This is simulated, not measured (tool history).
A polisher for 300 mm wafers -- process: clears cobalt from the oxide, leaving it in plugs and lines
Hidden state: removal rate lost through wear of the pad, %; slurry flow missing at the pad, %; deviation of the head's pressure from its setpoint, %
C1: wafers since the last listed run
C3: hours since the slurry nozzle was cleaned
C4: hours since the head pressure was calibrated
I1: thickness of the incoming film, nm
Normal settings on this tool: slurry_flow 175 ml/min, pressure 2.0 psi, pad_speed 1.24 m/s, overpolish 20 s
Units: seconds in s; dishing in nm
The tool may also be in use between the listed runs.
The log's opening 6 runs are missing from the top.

{"hour": 248.9, "done": "worn pad replaced by a new one"}
{"run": 7, "hour": 283.5, "slurry_flow": 205, "pressure": 2.0, "pad_speed": 1.24, "overpolish": 20, "C1": 617, "wafers polished on this pad": 382, "C3": 276.9, "C4": 1069.2, "I1": 366.1, "seconds": 65.6, "dishing": 71.4}
{"hour": 362.6, "done": "slurry nozzle cleaned"}
{"run": 8, "hour": 382.6, "slurry_flow": 205, "pressure": 2.0, "pad_speed": 1.24, "overpolish": 20, "C1": 1085, "wafers polished on this pad": 1467, "C3": 20.0, "C4": 1168.3, "I1": 369.3, "seconds": 66.1, "dishing": 68.9}
{"run": 9, "hour": 433.7, "slurry_flow": 175, "pressure": 2.0, "pad_speed": 1.24, "overpolish": 20, "C1": 565, "wafers polished on this pad": 2033, "C3": 71.1, "C4": 1219.4, "I1": 370.2, "seconds": 68.3, "dishing": 70.4}
{"run": 10, "hour": 465.7, "slurry_flow": 175, "pressure": 2.0, "pad_speed": 1.24, "overpolish": 20, "C1": 354, "wafers polished on this pad": 2387, "C3": 103.1, "C4": 1251.4, "I1": 367.7, "seconds": 69.6, "dishing": 70.3}
{"run": 11, "hour": 502.7, "slurry_flow": 175, "pressure": 2.0, "pad_speed": 1.24, "overpolish": 20, "C1": 409, "wafers polished on this pad": 2797, "C3": 140.1, "C4": 1288.4, "I1": 370.4, "seconds": 69.1, "dishing": 70.0}
{"hour": 554.6, "done": "worn pad replaced by a new one"}
{"run": 12, "hour": 562.1, "slurry_flow": 175, "pressure": 2.0, "pad_speed": 1.24, "overpolish": 20, "C1": 613, "wafers polished on this pad": 83, "C3": 199.5, "C4": 1347.8, "I1": 375.4, "seconds": 69.4, "dishing": 71.2}
{"hour": 579.8, "done": "head pressure recalibrated"}
{"run": 13, "hour": 601.0, "slurry_flow": 175, "pressure": 2.0, "pad_speed": 1.24, "overpolish": 20, "C1": 408, "wafers polished on this pad": 491, "C3": 238.4, "C4": 21.2, "I1": 369.6, "seconds": 65.3, "dishing": 71.4}
{"run": 14, "hour": 664.5, "slurry_flow": 175, "pressure": 2.2, "pad_speed": 1.24, "overpolish": 20, "C1": 702, "wafers polished on this pad": 1194, "C3": 301.9, "C4": 84.7, "I1": 369.9, "seconds": 59.7, "dishing": 74.9}
{"run": 15, "hour": 706.5, "slurry_flow": 175, "pressure": 2.2, "pad_speed": 1.24, "overpolish": 20, "C1": 464, "wafers polished on this pad": 1659, "C3": 343.9, "C4": 126.7, "I1": 371.7, "seconds": 60.2, "dishing": 73.4}
{"hour": 767.7, "done": "slurry nozzle cleaned"}
{"run": 16, "hour": 826.7, "slurry_flow": 195, "pressure": 2.0, "pad_speed": 1.24, "overpolish": 13, "C1": 1319, "wafers polished on this pad": 2978, "C3": 59.0, "C4": 246.9, "I1": 368.0, "seconds": 63.3, "dishing": 57.5}
{"hour": 847.4, "done": "worn pad replaced by a new one"}
{"run": 17, "hour": 878.3, "slurry_flow": 175, "pressure": 2.0, "pad_speed": 1.24, "overpolish": 20, "C1": 526, "wafers polished on this pad": 342, "C3": 110.6, "C4": 298.5, "I1": 368.4, "seconds": 64.8, "dishing": 71.8}
{"hour": 921.6, "done": "head pressure recalibrated, repeated, since the last time left the tool worse"}
{"run": 18, "hour": 929.3, "slurry_flow": 230, "pressure": 2.0, "pad_speed": 1.24, "overpolish": 9, "C1": 542, "wafers polished on this pad": 884, "C3": 161.6, "C4": 7.7, "I1": 364.8, "seconds": 67.6, "dishing": 43.6}
{"run": 19, "hour": 963.4, "slurry_flow": 230, "pressure": 2.6, "pad_speed": 1.24, "overpolish": 30, "C1": 377, "wafers polished on this pad": 1261, "C3": 195.7, "C4": 41.8, "I1": 377.3, "seconds": 56.7, "dishing": 83.0}
{"run": 20, "hour": 1001.1, "slurry_flow": 175, "pressure": 2.0, "pad_speed": 1.24, "overpolish": 20, "C1": 417, "wafers polished on this pad": 1679, "C3": 233.4, "C4": 79.5, "I1": 367.1, "seconds": 72.0, "dishing": 68.4}
{"run": 21, "hour": 1060.6, "slurry_flow": 175, "pressure": 1.7, "pad_speed": 1.24, "overpolish": 13, "C1": 658, "wafers polished on this pad": 2337, "C3": 292.9, "C4": 139.0, "I1": 369.7, "seconds": 80.7, "dishing": 51.5}
{"run": 22, "hour": 1091.1, "slurry_flow": 175, "pressure": 2.0, "pad_speed": 1.24, "overpolish": 17, "C1": 337, "wafers polished on this pad": 2674, "C3": 323.4, "C4": 169.5, "I1": 368.8, "seconds": 71.0, "dishing": 63.4}
{"hour": 1107.0, "done": "worn pad replaced by a new one"}
{"run": 23, "hour": 1123.9, "slurry_flow": 175, "pressure": 2.0, "pad_speed": 1.24, "overpolish": 28, "C1": 318, "wafers polished on this pad": 187, "C3": 356.2, "C4": 202.3, "I1": 373.5, "seconds": 71.1, "dishing": 75.6}
{"hour": 1175.8, "done": "slurry nozzle cleaned"}
{"run": 24, "hour": 1191.5, "slurry_flow": 175, "pressure": 2.0, "pad_speed": 1.24, "overpolish": 20, "C1": 736, "wafers polished on this pad": 924, "C3": 15.7, "C4": 269.9, "I1": 376.8, "seconds": 72.5, "dishing": 68.0}
{"run": 25, "hour": 1233.1, "slurry_flow": 175, "pressure": 2.0, "pad_speed": 1.24, "overpolish": 10, "C1": 460, "wafers polished on this pad": 1384, "C3": 57.3, "C4": 311.5, "I1": 373.7, "seconds": 72.2, "dishing": 46.8}
{"run": 26, "hour": 1262.1, "slurry_flow": 220, "pressure": 2.0, "pad_speed": 1.02, "overpolish": 20, "C1": 320, "wafers polished on this pad": 1705, "C3": 86.3, "C4": 340.5, "I1": 373.9, "seconds": 79.6, "dishing": 66.0}
{"run": 27, "hour": 1328.4, "slurry_flow": 175, "pressure": 2.0, "pad_speed": 1.24, "overpolish": 20, "C1": 733, "wafers polished on this pad": 2439, "C3": 152.6, "C4": 406.8, "I1": 371.9, "seconds": 69.6, "dishing": 69.4}
{"run": 28, "hour": 1355.6, "slurry_flow": 175, "pressure": 2.0, "pad_speed": 1.24, "overpolish": 20, "C1": 300, "wafers polished on this pad": 2740, "C3": 179.8, "C4": 434.0, "I1": 362.4, "seconds": 68.8, "dishing": 68.6}
{"hour": 1394.2, "done": "worn pad replaced by a new one"}
{"run": 29, "hour": 1401.4, "slurry_flow": 210, "pressure": 2.0, "pad_speed": 1.24, "overpolish": 20, "C1": 462, "wafers polished on this pad": 79, "C3": 225.6, "C4": 479.8, "I1": 368.7, "seconds": 68.6, "dishing": 70.1}
{"run": 30, "hour": 1440.6, "slurry_flow": 175, "pressure": 2.0, "pad_speed": 0.86, "overpolish": 20, "C1": 433, "wafers polished on this pad": 513, "C3": 264.8, "C4": 519.0, "I1": 369.5, "seconds": 86.6, "dishing": 61.1}
{"run": 31, "hour": 1471.0, "slurry_flow": 175, "pressure": 1.6, "pad_speed": 1.24, "overpolish": 20, "C1": 336, "wafers polished on this pad": 849, "C3": 295.2, "C4": 549.4, "I1": 370.1, "seconds": 83.7, "dishing": 64.8}

Predict each of these 3 candidate next runs independently; none follows another, all start after run 31:
{"run": "A", "hour": 1471.4, "slurry_flow": 175, "pressure": 2.5, "pad_speed": 1.24, "overpolish": 20, "C1": 4, "wafers polished on this pad": 854, "C3": 295.6, "C4": 549.8, "I1": 368.2, "seconds": "?", "dishing": "?"}
{"run": "B", "hour": 1471.4, "slurry_flow": 175, "pressure": 1.6, "pad_speed": 0.82, "overpolish": 20, "C1": 4, "wafers polished on this pad": 854, "C3": 295.6, "C4": 549.8, "I1": 368.2, "seconds": "?", "dishing": "?"}
{"run": "C", "hour": 1471.4, "slurry_flow": 225, "pressure": 2.0, "pad_speed": 0.86, "overpolish": 12, "C1": 4, "wafers polished on this pad": 854, "C3": 295.6, "C4": 549.8, "I1": 368.2, "seconds": "?", "dishing": "?"}

run=A seconds=58.3 dishing=76.4
run=B seconds=109.1 dishing=57.1
run=C seconds=86.0 dishing=48.0
With the hidden condition removed and each run's random variation left untouched, the same runs would have given:
run=A seconds=60.5 dishing=75.4
run=B seconds=113.2 dishing=55.9
run=C seconds=89.2 dishing=46.9
